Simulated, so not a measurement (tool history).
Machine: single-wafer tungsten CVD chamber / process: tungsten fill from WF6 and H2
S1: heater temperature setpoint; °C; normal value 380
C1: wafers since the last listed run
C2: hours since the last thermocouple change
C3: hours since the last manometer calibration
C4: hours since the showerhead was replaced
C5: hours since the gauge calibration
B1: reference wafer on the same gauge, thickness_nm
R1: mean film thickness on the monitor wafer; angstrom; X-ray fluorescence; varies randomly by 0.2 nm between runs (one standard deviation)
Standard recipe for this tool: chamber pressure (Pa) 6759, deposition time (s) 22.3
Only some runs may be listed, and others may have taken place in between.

{"run": 1, "day": 0.0, "S1": 392, "chamber pressure (Pa)": 8013, "deposition time (s)": 22.3, "C1": 0, "C2": 1282.4, "C3": 541.9, "C4": 6321.2, "C5": 911.1, "B1": 52.804, "R1": 784.83}
{"run": 2, "day": 3.167, "S1": 392, "chamber pressure (Pa)": 8013, "deposition time (s)": 22.3, "C1": 1931, "C2": 1358.4, "C3": 617.9, "C4": 6397.2, "C5": 987.1, "B1": 52.812, "R1": 780.8}
{"day": 5.233, "done": "gauge calibrated"}
{"run": 3, "day": 5.796, "S1": 392, "chamber pressure (Pa)": 8013, "deposition time (s)": 22.3, "C1": 1603, "C2": 1421.5, "C3": 681, "C4": 6460.3, "C5": 13.5, "B1": 52.712, "R1": 786.78}
{"run": 4, "day": 7.062, "S1": 380, "chamber pressure (Pa)": 6039, "deposition time (s)": 22.3, "C1": 772, "C2": 1451.9, "C3": 711.4, "C4": 6490.7, "C5": 43.9, "B1": 52.856, "R1": 541.42}
{"run": 5, "day": 8.154, "S1": 380, "chamber pressure (Pa)": 6039, "deposition time (s)": 22.3, "C1": 665, "C2": 1478.1, "C3": 737.6, "C4": 6516.9, "C5": 70.1, "B1": 52.842, "R1": 538.59}
{"run": 6, "day": 10.567, "S1": 380, "chamber pressure (Pa)": 6759, "deposition time (s)": 22.3, "C1": 1471, "C2": 1536, "C3": 795.5, "C4": 6574.8, "C5": 128, "B1": 52.68, "R1": 569.26}
{"run": 7, "day": 12.571, "S1": 380, "chamber pressure (Pa)": 6759, "deposition time (s)": 22.3, "C1": 1222, "C2": 1584.1, "C3": 843.6, "C4": 6622.9, "C5": 176.1, "B1": 52.69, "R1": 565.48}
{"run": 8, "day": 15.067, "S1": 380, "chamber pressure (Pa)": 6759, "deposition time (s)": 22.3, "C1": 1521, "C2": 1644, "C3": 903.5, "C4": 6682.8, "C5": 236, "B1": 52.781, "R1": 565.22}
{"run": 9, "day": 17.488, "S1": 380, "chamber pressure (Pa)": 6759, "deposition time (s)": 22.3, "C1": 1476, "C2": 1702.1, "C3": 961.6, "C4": 6740.9, "C5": 294.1, "B1": 52.844, "R1": 568.6}
{"run": 10, "day": 19.962, "S1": 380, "chamber pressure (Pa)": 6759, "deposition time (s)": 22.3, "C1": 1509, "C2": 1761.5, "C3": 1021, "C4": 6800.3, "C5": 353.5, "B1": 52.841, "R1": 569.24}
{"run": 11, "day": 21.612, "S1": 380, "chamber pressure (Pa)": 6759, "deposition time (s)": 22.3, "C1": 1006, "C2": 1801.1, "C3": 1060.6, "C4": 6839.9, "C5": 393.1, "B1": 52.791, "R1": 569.75}
{"run": 12, "day": 23.1, "S1": 380, "chamber pressure (Pa)": 6759, "deposition time (s)": 23.6, "C1": 907, "C2": 1836.8, "C3": 1096.3, "C4": 6875.6, "C5": 428.8, "B1": 52.838, "R1": 604.07}
{"run": 13, "day": 24.667, "S1": 380, "chamber pressure (Pa)": 6759, "deposition time (s)": 22.3, "C1": 955, "C2": 1874.4, "C3": 1133.9, "C4": 6913.2, "C5": 466.4, "B1": 52.773, "R1": 564.99}
{"run": 14, "day": 26.588, "S1": 380, "chamber pressure (Pa)": 6759, "deposition time (s)": 22.3, "C1": 1171, "C2": 1920.5, "C3": 1180, "C4": 6959.3, "C5": 512.5, "B1": 52.804, "R1": 572.88}
{"run": 15, "day": 27.975, "S1": 380, "chamber pressure (Pa)": 6759, "deposition time (s)": 22.3, "C1": 846, "C2": 1953.8, "C3": 1213.3, "C4": 6992.6, "C5": 545.8, "B1": 52.789, "R1": 568.77}
{"run": 16, "day": 30.538, "S1": 380, "chamber pressure (Pa)": 6759, "deposition time (s)": 22.3, "C1": 1562, "C2": 2015.3, "C3": 1274.8, "C4": 7054.1, "C5": 607.3, "B1": 52.843, "R1": 571.56}
{"run": 17, "day": 31.596, "S1": 380, "chamber pressure (Pa)": 6759, "deposition time (s)": 22.3, "C1": 645, "C2": 2040.7, "C3": 1300.2, "C4": 7079.5, "C5": 632.7, "B1": 52.811, "R1": 567.25}
{"run": 18, "day": 33.525, "S1": 384, "chamber pressure (Pa)": 6759, "deposition time (s)": 22.3, "C1": 1176, "C2": 2087, "C3": 1346.5, "C4": 7125.8, "C5": 679, "B1": 52.782, "R1": 628.75}
{"run": 19, "day": 36.192, "S1": 380, "chamber pressure (Pa)": 5786, "deposition time (s)": 25.6, "C1": 1626, "C2": 2151, "C3": 1410.5, "C4": 7189.8, "C5": 743, "B1": 52.839, "R1": 621.47}
{"run": 20, "day": 38.433, "S1": 380, "chamber pressure (Pa)": 6759, "deposition time (s)": 22.3, "C1": 1366, "C2": 2204.8, "C3": 1464.3, "C4": 7243.6, "C5": 796.8, "B1": 52.747, "R1": 572.2}
{"run": 21, "day": 40.542, "S1": 380, "chamber pressure (Pa)": 5720, "deposition time (s)": 22.3, "C1": 1285, "C2": 2255.4, "C3": 1514.9, "C4": 7294.2, "C5": 847.4, "B1": 52.767, "R1": 541.47}
{"day": 41.475, "done": "gauge calibrated"}
{"day": 43.254, "done": "capacitance manometer re-zeroed and calibrated"}
{"day": 47.612, "done": "showerhead replaced"}
{"run": 22, "day": 47.642, "S1": 367, "chamber pressure (Pa)": 5733, "deposition time (s)": 25.5, "C1": 3922, "C2": 2425.8, "C3": 105.3, "C4": 0.7, "C5": 148, "B1": 52.721, "R1": 440.07}
{"run": 23, "day": 50.279, "S1": 389, "chamber pressure (Pa)": 5093, "deposition time (s)": 20.9, "C1": 1608, "C2": 2489.1, "C3": 168.6, "C4": 64, "C5": 211.3, "B1": 52.806, "R1": 581.89}
{"run": 24, "day": 52.017, "S1": 374, "chamber pressure (Pa)": 5266, "deposition time (s)": 22.3, "C1": 1059, "C2": 2530.8, "C3": 210.3, "C4": 105.7, "C5": 253, "B1": 52.819, "R1": 446.27}
{"day": 53.2, "done": "thermocouple changed; heater temperature recalibrated"}
{"run": 25, "day": 53.458, "S1": 372, "chamber pressure (Pa)": 6759, "deposition time (s)": 22.3, "C1": 675, "C2": 6.2, "C3": 244.9, "C4": 140.3, "C5": 287.6, "B1": 52.793, "R1": 464.91}
{"run": 26, "day": 54.658, "S1": 387, "chamber pressure (Pa)": 5840, "deposition time (s)": 22.3, "C1": 731, "C2": 35, "C3": 273.7, "C4": 169.1, "C5": 316.4, "B1": 52.797, "R1": 627.63}
{"run": 27, "day": 56.942, "S1": 380, "chamber pressure (Pa)": 6759, "deposition time (s)": 22.3, "C1": 1392, "C2": 89.8, "C3": 328.5, "C4": 223.9, "C5": 371.2, "B1": 52.782, "R1": 562.61}
{"run": 28, "day": 58.475, "S1": 393, "chamber pressure (Pa)": 7653, "deposition time (s)": 20.5, "C1": 935, "C2": 126.6, "C3": 365.3, "C4": 260.7, "C5": 408, "B1": 52.819, "R1": 721.53}
{"run": 29, "day": 61.175, "S1": 380, "chamber pressure (Pa)": 6759, "deposition time (s)": 22.3, "C1": 1646, "C2": 191.4, "C3": 430.1, "C4": 325.5, "C5": 472.8, "B1": 52.746, "R1": 562.69}
{"run": 30, "day": 62.183, "S1": 380, "chamber pressure (Pa)": 6759, "deposition time (s)": 25.3, "C1": 614, "C2": 215.6, "C3": 454.3, "C4": 349.7, "C5": 497, "B1": 52.844, "R1": 634.55}
{"run": 31, "day": 64.954, "S1": 380, "chamber pressure (Pa)": 7346, "deposition time (s)": 20.8, "C1": 1689, "C2": 282.1, "C3": 520.8, "C4": 416.2, "C5": 563.5, "B1": 52.735, "R1": 538.74}
{"run": 32, "day": 73.312, "S1": 390, "chamber pressure (Pa)": 8026, "deposition time (s)": 25.7, "C1": 5096, "C2": 482.7, "C3": 721.4, "C4": 616.8, "C5": 764.1, "B1": 52.753, "R1": 869.61}
{"run": 33, "day": 75.888, "S1": 367, "chamber pressure (Pa)": 6133, "deposition time (s)": 19.9, "C1": 1570, "C2": 544.5, "C3": 783.2, "C4": 678.6, "C5": 825.9, "B1": 52.753, "R1": 356.3}
{"day": 78.704, "done": "gauge calibrated"}
{"run": 34, "day": 78.825, "S1": 380, "chamber pressure (Pa)": 5333, "deposition time (s)": 22.3, "C1": 1791, "C2": 615, "C3": 853.7, "C4": 749.1, "C5": 2.9, "B1": 52.857, "R1": 515.95}

Alternative continuations, all from the tool just after run 34; predict every row:
{"run": "A", "day": 78.842, "S1": 380, "chamber pressure (Pa)": 6759, "deposition time (s)": 22.3, "C1": 10, "C2": 615.4, "C3": 854.1, "C4": 749.5, "C5": 3.3, "B1": "?", "R1": "?"}
{"run": "B", "day": 78.842, "S1": 371, "chamber pressure (Pa)": 6239, "deposition time (s)": 20.2, "C1": 10, "C2": 615.4, "C3": 854.1, "C4": 749.5, "C5": 3.3, "B1": "?", "R1": "?"}
{"run": "C", "day": 78.842, "S1": 380, "chamber pressure (Pa)": 5746, "deposition time (s)": 19.3, "C1": 10, "C2": 615.4, "C3": 854.1, "C4": 749.5, "C5": 3.3, "B1": "?", "R1": "?"}

run=A B1=52.8 R1=564.22
run=B B1=52.8 R1=400.9
run=C B1=52.8 R1=459.71
Without the tool's unlogged condition, the same runs would have read:
run=A R1=559.38
run=B R1=397.41
run=C R1=455.72

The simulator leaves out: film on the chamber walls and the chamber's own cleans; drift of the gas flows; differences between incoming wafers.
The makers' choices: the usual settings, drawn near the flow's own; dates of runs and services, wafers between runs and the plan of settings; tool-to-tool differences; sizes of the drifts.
